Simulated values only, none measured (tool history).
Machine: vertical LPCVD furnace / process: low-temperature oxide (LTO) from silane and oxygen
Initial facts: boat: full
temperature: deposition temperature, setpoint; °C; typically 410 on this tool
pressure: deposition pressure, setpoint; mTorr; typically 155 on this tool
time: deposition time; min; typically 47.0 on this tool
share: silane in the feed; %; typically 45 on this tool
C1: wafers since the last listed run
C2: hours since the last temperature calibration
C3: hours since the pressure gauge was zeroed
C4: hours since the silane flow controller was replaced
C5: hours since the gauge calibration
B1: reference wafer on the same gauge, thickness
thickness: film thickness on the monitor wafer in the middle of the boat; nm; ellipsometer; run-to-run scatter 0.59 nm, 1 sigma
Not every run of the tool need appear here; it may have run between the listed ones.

run 1 day=0.000 | temperature=410 pressure=155 time=47.0 share=45 | C1=0 C2=3490.2 C3=2819.8 C4=3073.6 C5=201.3 | B1=343.92 | thickness=374.71
run 2 day=0.667 | temperature=410 pressure=155 time=47.0 share=45 | C1=170 C2=3506.2 C3=2835.8 C4=3089.6 C5=217.3 | B1=343.94 | thickness=377.41
run 3 day=1.354 | temperature=410 pressure=155 time=47.0 share=45 | C1=175 C2=3522.7 C3=2852.3 C4=3106.1 C5=233.8 | B1=344.02 | thickness=375.49
run 4 day=2.071 | temperature=410 pressure=155 time=47.0 share=45 | C1=182 C2=3539.9 C3=2869.5 C4=3123.3 C5=251.0 | B1=343.89 | thickness=375.96
run 5 day=2.450 | temperature=410 pressure=155 time=47.0 share=38 | C1=96 C2=3549.0 C3=2878.6 C4=3132.4 C5=260.1 | B1=343.95 | thickness=310.96
run 6 day=3.092 | temperature=410 pressure=155 time=47.0 share=38 | C1=163 C2=3564.4 C3=2894.0 C4=3147.8 C5=275.5 | B1=344.00 | thickness=311.98
run 7 day=3.450 | temperature=410 pressure=155 time=47.0 share=38 | C1=91 C2=3573.0 C3=2902.6 C4=3156.4 C5=284.1 | B1=344.00 | thickness=311.63
run 8 day=4.062 | temperature=410 pressure=155 time=47.0 share=45 | C1=156 C2=3587.7 C3=2917.3 C4=3171.1 C5=298.8 | B1=344.05 | thickness=375.37
-- day=5.462 gauge calibrated
-- day=5.517 thermocouples replaced and temperature profile calibrated
run 9 day=5.538 | temperature=410 pressure=155 time=47.0 share=45 | C1=121 C2=0.5 C3=2952.7 C4=3206.5 C5=1.8 | B1=344.06 | thickness=375.15
run 10 day=5.771 | temperature=410 pressure=155 time=47.0 share=45 | C1=59 C2=6.1 C3=2958.3 C4=3212.1 C5=7.4 | B1=344.04 | thickness=375.36
-- day=6.975 pressure gauge zeroed
run 11 day=6.996 | temperature=410 pressure=155 time=47.0 share=45 | C1=57 C2=35.5 C3=0.5 C4=3241.5 C5=36.8 | B1=344.17 | thickness=366.26
run 12 day=7.229 | temperature=417 pressure=155 time=32.5 share=37 | C1=59 C2=41.1 C3=6.1 C4=3247.1 C5=42.4 | B1=344.15 | thickness=218.53
run 13 day=7.579 | temperature=419 pressure=155 time=47.0 share=45 | C1=89 C2=49.5 C3=14.5 C4=3255.5 C5=50.8 | B1=343.90 | thickness=399.67
run 14 day=8.138 | temperature=405 pressure=180 time=47.0 share=45 | C1=142 C2=62.9 C3=27.9 C4=3268.9 C5=64.2 | B1=343.82 | thickness=407.45
-- day=9.392 pressure gauge zeroed, repeated, since the last time left the tool worse
run 15 day=9.412 | temperature=410 pressure=155 time=53.5 share=45 | C1=70 C2=93.5 C3=0.5 C4=3299.5 C5=94.8 | B1=343.97 | thickness=446.34
-- day=10.504 silane flow controller replaced
run 16 day=10.525 | temperature=416 pressure=180 time=66.0 share=50 | C1=28 C2=120.2 C3=27.2 C4=0.5 C5=121.5 | B1=344.06 | thickness=742.01
run 17 day=10.758 | temperature=410 pressure=155 time=47.0 share=50 | C1=59 C2=125.8 C3=32.8 C4=6.1 C5=127.1 | B1=343.97 | thickness=429.64
run 18 day=11.238 | temperature=410 pressure=155 time=47.0 share=45 | C1=122 C2=137.3 C3=44.3 C4=17.6 C5=138.6 | B1=343.90 | thickness=391.81
run 19 day=12.021 | temperature=410 pressure=155 time=47.0 share=45 | C1=199 C2=156.1 C3=63.1 C4=36.4 C5=157.4 | B1=343.92 | thickness=391.12
run 20 day=12.654 | temperature=410 pressure=175 time=47.0 share=50 | C1=161 C2=171.3 C3=78.3 C4=51.6 C5=172.6 | B1=343.97 | thickness=485.15
run 21 day=13.612 | temperature=410 pressure=155 time=33.0 share=45 | C1=244 C2=194.3 C3=101.3 C4=74.6 C5=195.6 | B1=343.95 | thickness=274.26

How would selected steps in thickness from run to run divide? Give the signed amount a tool lacking its hidden state would still show from settings, what came in and random variation, and the signed amount left for the hidden state, including any gauge scatter that is not in both of the compared results.
Hidden state present: true tube temperature minus thermocouple reading, K; true pressure minus gauge reading, mTorr; deviation of the silane flow from its setpoint, %; gauge reads high (%).
Run 12 -> 13: temperature 417 -> 419, time 32.5 -> 47.0, share 37 -> 45. thickness +181.14 nm: hidden state -12.50, all else +193.64.
Run 14 -> 15: temperature 405 -> 410, pressure 180 -> 155, time 47.0 -> 53.5, pressure gauge zeroed, repeated, since the last time left the tool worse. thickness +38.89 nm: hidden state +24.51, all else +14.38.
Run 15 -> 16: temperature 410 -> 416, pressure 155 -> 180, time 53.5 -> 66.0, share 45 -> 50, silane flow controller replaced. thickness +295.67 nm: hidden state -0.02, all else +295.69.
Run 16 -> 17: temperature 416 -> 410, pressure 180 -> 155, time 66.0 -> 47.0. thickness -312.37 nm: hidden state -0.19, all else -312.18.

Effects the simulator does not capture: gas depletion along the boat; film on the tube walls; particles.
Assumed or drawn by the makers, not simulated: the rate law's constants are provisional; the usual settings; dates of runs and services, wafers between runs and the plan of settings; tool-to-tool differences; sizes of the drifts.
